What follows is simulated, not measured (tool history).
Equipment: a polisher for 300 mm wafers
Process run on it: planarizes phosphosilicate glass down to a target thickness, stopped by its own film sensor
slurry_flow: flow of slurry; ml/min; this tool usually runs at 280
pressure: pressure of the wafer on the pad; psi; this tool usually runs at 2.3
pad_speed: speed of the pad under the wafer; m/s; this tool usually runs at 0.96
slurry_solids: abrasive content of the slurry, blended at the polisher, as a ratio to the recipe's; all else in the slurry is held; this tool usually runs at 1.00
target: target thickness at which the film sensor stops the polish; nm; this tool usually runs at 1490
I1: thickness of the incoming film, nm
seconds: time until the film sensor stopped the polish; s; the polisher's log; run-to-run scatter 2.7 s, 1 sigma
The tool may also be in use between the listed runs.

Run 1, hour 0.0: usual settings but target 1317 nm; I1 2256.8. Result: seconds 182.3 s.
At hour 6.0: worn pad replaced by a new one.
Run 2, hour 31.4: usual settings but slurry_flow 340 ml/min; I1 2281.7. Result: seconds 161.7 s.
Run 3, hour 64.3: usual settings; I1 2286.4. Result: seconds 165.7 s.
Run 4, hour 78.1: usual settings; I1 2259.1. Result: seconds 167.1 s.
Run 5, hour 111.2: usual settings; I1 2241.7. Result: seconds 163.4 s.
At hour 155.9: worn pad replaced by a new one.
Run 6, hour 170.8: usual settings; I1 2262.5. Result: seconds 174.5 s.
Run 7, hour 187.3: usual settings; I1 2246.8. Result: seconds 169.2 s.
Run 8, hour 218.4: usual settings; I1 2313.3. Result: seconds 174.9 s.
At hour 245.5: slurry nozzle cleaned.
At hour 246.9: head pressure recalibrated.
At hour 272.5: slurry blender recalibrated.
Run 9, hour 284.2: usual settings but pad_speed 0.76 m/s; I1 2277.2. Result: seconds 220.8 s.
At hour 296.6: worn pad replaced by a new one.
Run 10, hour 306.1: usual settings but slurry_solids 1.15; I1 2294.5. Result: seconds 185.7 s.
Run 11, hour 328.2: usual settings but slurry_flow 205 ml/min, pressure 2.9 psi, pad_speed 1.06 m/s, target 1742 nm; I1 2294.6. Result: seconds 119.7 s.
Run 12, hour 346.8: usual settings but slurry_solids 0.80, target 1748 nm; I1 2329.6. Result: seconds 208.7 s.
Run 13, hour 369.2: usual settings but slurry_solids 0.80; I1 2300.0. Result: seconds 300.6 s.
At hour 378.2: slurry blender recalibrated, repeated, since the last time left the tool worse.
Run 14, hour 393.1: usual settings but pressure 1.9 psi, target 1565 nm; I1 2270.0. Result: seconds 166.7 s.
Run 15, hour 416.1: usual settings but slurry_flow 330 ml/min, target 1583 nm; I1 2284.3. Result: seconds 143.5 s.
At hour 443.1: worn pad replaced by a new one.
Run 16, hour 444.7: usual settings but slurry_solids 0.80; I1 2301.0. Result: seconds 219.7 s.
At hour 465.6: conditioning disc replaced and pad reconditioned.
Run 17, hour 474.7: usual settings; I1 2304.3. Result: seconds 178.5 s.
Run 18, hour 499.1: usual settings but slurry_flow 240 ml/min, pad_speed 0.78 m/s, slurry_solids 1.20; I1 2270.7. Result: seconds 164.0 s.
Run 19, hour 524.5: usual settings; I1 2255.7. Result: seconds 168.0 s.
Run 20, hour 547.4: usual settings but pressure 2.6 psi; I1 2277.1. Result: seconds 161.2 s.
Run 21, hour 572.5: usual settings but slurry_solids 0.75; I1 2289.4. Result: seconds 245.6 s.

What will run 22 give?
Run 22, hour 586.2: usual settings but slurry_flow 190 ml/min, slurry_solids 1.30; I1 2288.8. Result: seconds ?.

Run 22 gave seconds 150.7 s.
Minus the tool's unlogged condition, the same run would have read seconds 133.8 s.
